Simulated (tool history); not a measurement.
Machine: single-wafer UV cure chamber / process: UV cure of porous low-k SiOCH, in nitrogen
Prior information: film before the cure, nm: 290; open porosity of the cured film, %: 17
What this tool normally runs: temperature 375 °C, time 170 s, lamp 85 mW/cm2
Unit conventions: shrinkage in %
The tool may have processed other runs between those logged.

{"run": 1, "hour": 0.0, "temperature": 375, "time": 170, "lamp": 85, "shrinkage": 8.595}
{"run": 2, "hour": 36.2, "temperature": 375, "time": 170, "lamp": 85, "shrinkage": 8.603}
{"hour": 165.7, "done": "quartz window cleaned"}
{"run": 3, "hour": 238.4, "temperature": 363, "time": 170, "lamp": 85, "shrinkage": 8.328}
{"run": 4, "hour": 276.3, "temperature": 363, "time": 170, "lamp": 85, "shrinkage": 8.175}
{"run": 5, "hour": 319.5, "temperature": 364, "time": 170, "lamp": 85, "shrinkage": 8.309}
{"run": 6, "hour": 371.7, "temperature": 375, "time": 170, "lamp": 85, "shrinkage": 8.535}
{"run": 7, "hour": 407.2, "temperature": 375, "time": 170, "lamp": 85, "shrinkage": 8.525}
{"run": 8, "hour": 473.2, "temperature": 384, "time": 170, "lamp": 85, "shrinkage": 8.568}
{"run": 9, "hour": 534.5, "temperature": 375, "time": 115, "lamp": 85, "shrinkage": 6.751}
{"hour": 606.9, "done": "quartz window cleaned"}
{"run": 10, "hour": 607.4, "temperature": 375, "time": 170, "lamp": 85, "shrinkage": 8.295}
{"run": 11, "hour": 663.9, "temperature": 375, "time": 170, "lamp": 85, "shrinkage": 8.359}
{"run": 12, "hour": 690.4, "temperature": 375, "time": 170, "lamp": 85, "shrinkage": 8.34}
{"run": 13, "hour": 746.9, "temperature": 375, "time": 170, "lamp": 100, "shrinkage": 9.113}
{"run": 14, "hour": 795.0, "temperature": 375, "time": 170, "lamp": 100, "shrinkage": 8.99}
{"run": 15, "hour": 823.4, "temperature": 375, "time": 170, "lamp": 61, "shrinkage": 6.866}
{"run": 16, "hour": 849.2, "temperature": 375, "time": 170, "lamp": 85, "shrinkage": 8.223}
{"run": 17, "hour": 889.8, "temperature": 375, "time": 170, "lamp": 85, "shrinkage": 8.242}
{"run": 18, "hour": 955.5, "temperature": 375, "time": 170, "lamp": 85, "shrinkage": 8.396}
{"run": 19, "hour": 991.8, "temperature": 361, "time": 170, "lamp": 85, "shrinkage": 7.867}
{"run": 20, "hour": 1036.7, "temperature": 375, "time": 170, "lamp": 85, "shrinkage": 8.15}
{"hour": 1073.4, "done": "quartz window cleaned"}
{"run": 21, "hour": 1076.8, "temperature": 375, "time": 170, "lamp": 85, "shrinkage": 8.192}
{"run": 22, "hour": 1132.8, "temperature": 375, "time": 170, "lamp": 118, "shrinkage": 9.547}
{"run": 23, "hour": 1180.9, "temperature": 375, "time": 170, "lamp": 85, "shrinkage": 8.031}
{"run": 24, "hour": 1233.6, "temperature": 363, "time": 170, "lamp": 85, "shrinkage": 7.945}
{"hour": 1258.5, "done": "UV bulbs replaced"}
{"run": 25, "hour": 1278.9, "temperature": 389, "time": 205, "lamp": 99, "shrinkage": 9.009}
{"run": 26, "hour": 1344.4, "temperature": 375, "time": 170, "lamp": 85, "shrinkage": 7.513}
{"run": 27, "hour": 1387.6, "temperature": 375, "time": 170, "lamp": 49, "shrinkage": 5.265}
{"hour": 1454.5, "done": "quartz window cleaned"}
{"run": 28, "hour": 1455.8, "temperature": 375, "time": 170, "lamp": 85, "shrinkage": 7.399}
{"run": 29, "hour": 1504.6, "temperature": 380, "time": 115, "lamp": 85, "shrinkage": 5.906}
{"run": 30, "hour": 1537.5, "temperature": 394, "time": 170, "lamp": 57, "shrinkage": 6.008}
{"run": 31, "hour": 1568.0, "temperature": 361, "time": 265, "lamp": 106, "shrinkage": 10.008}
{"run": 32, "hour": 1606.5, "temperature": 380, "time": 115, "lamp": 85, "shrinkage": 5.834}
{"hour": 1624.9, "done": "UV bulbs replaced, repeated, since the last time left the tool worse"}
{"run": 33, "hour": 1664.6, "temperature": 375, "time": 270, "lamp": 85, "shrinkage": 11.183}
{"run": 34, "hour": 1736.5, "temperature": 375, "time": 170, "lamp": 85, "shrinkage": 9.148}
{"run": 35, "hour": 1776.1, "temperature": 363, "time": 75, "lamp": 66, "shrinkage": 4.8}
{"run": 36, "hour": 1810.0, "temperature": 375, "time": 200, "lamp": 85, "shrinkage": 9.867}
{"run": 37, "hour": 1865.3, "temperature": 357, "time": 205, "lamp": 45, "shrinkage": 6.919}
{"run": 38, "hour": 1927.9, "temperature": 375, "time": 170, "lamp": 102, "shrinkage": 9.956}
{"hour": 1936.6, "done": "quartz window cleaned"}
{"run": 39, "hour": 1986.8, "temperature": 375, "time": 170, "lamp": 85, "shrinkage": 9.013}
{"run": 40, "hour": 2024.8, "temperature": 360, "time": 105, "lamp": 96, "shrinkage": 7.439}
{"run": 41, "hour": 2093.0, "temperature": 394, "time": 75, "lamp": 85, "shrinkage": 5.97}
{"run": 42, "hour": 2153.9, "temperature": 375, "time": 170, "lamp": 85, "shrinkage": 9.017}
{"run": 43, "hour": 2204.6, "temperature": 358, "time": 260, "lamp": 57, "shrinkage": 8.775}

Run by run, hidden condition taken away, random variation retained:
Hidden state present: lamp output below its setpoint, %; transmission lost against a clean window, %.
run=1 shrinkage=9.245
run=2 shrinkage=9.267
run=3 shrinkage=9.061
run=4 shrinkage=8.910
run=5 shrinkage=9.072
run=6 shrinkage=9.326
run=7 shrinkage=9.330
run=8 shrinkage=9.393
run=9 shrinkage=7.542
run=10 shrinkage=9.159
run=11 shrinkage=9.253
run=12 shrinkage=9.243
run=13 shrinkage=10.069
run=14 shrinkage=9.954
run=15 shrinkage=7.766
run=16 shrinkage=9.180
run=17 shrinkage=9.218
run=18 shrinkage=9.419
run=19 shrinkage=8.863
run=20 shrinkage=9.178
run=21 shrinkage=9.244
run=22 shrinkage=10.665
run=23 shrinkage=9.108
run=24 shrinkage=9.054
run=25 shrinkage=10.894
run=26 shrinkage=9.374
run=27 shrinkage=6.932
run=28 shrinkage=9.295
run=29 shrinkage=7.703
run=30 shrinkage=7.818
run=31 shrinkage=12.140
run=32 shrinkage=7.667
run=33 shrinkage=11.257
run=34 shrinkage=9.241
run=35 shrinkage=4.884
run=36 shrinkage=9.987
run=37 shrinkage=7.043
run=38 shrinkage=10.115
run=39 shrinkage=9.186
run=40 shrinkage=7.618
run=41 shrinkage=6.152
run=42 shrinkage=9.245
run=43 shrinkage=9.018

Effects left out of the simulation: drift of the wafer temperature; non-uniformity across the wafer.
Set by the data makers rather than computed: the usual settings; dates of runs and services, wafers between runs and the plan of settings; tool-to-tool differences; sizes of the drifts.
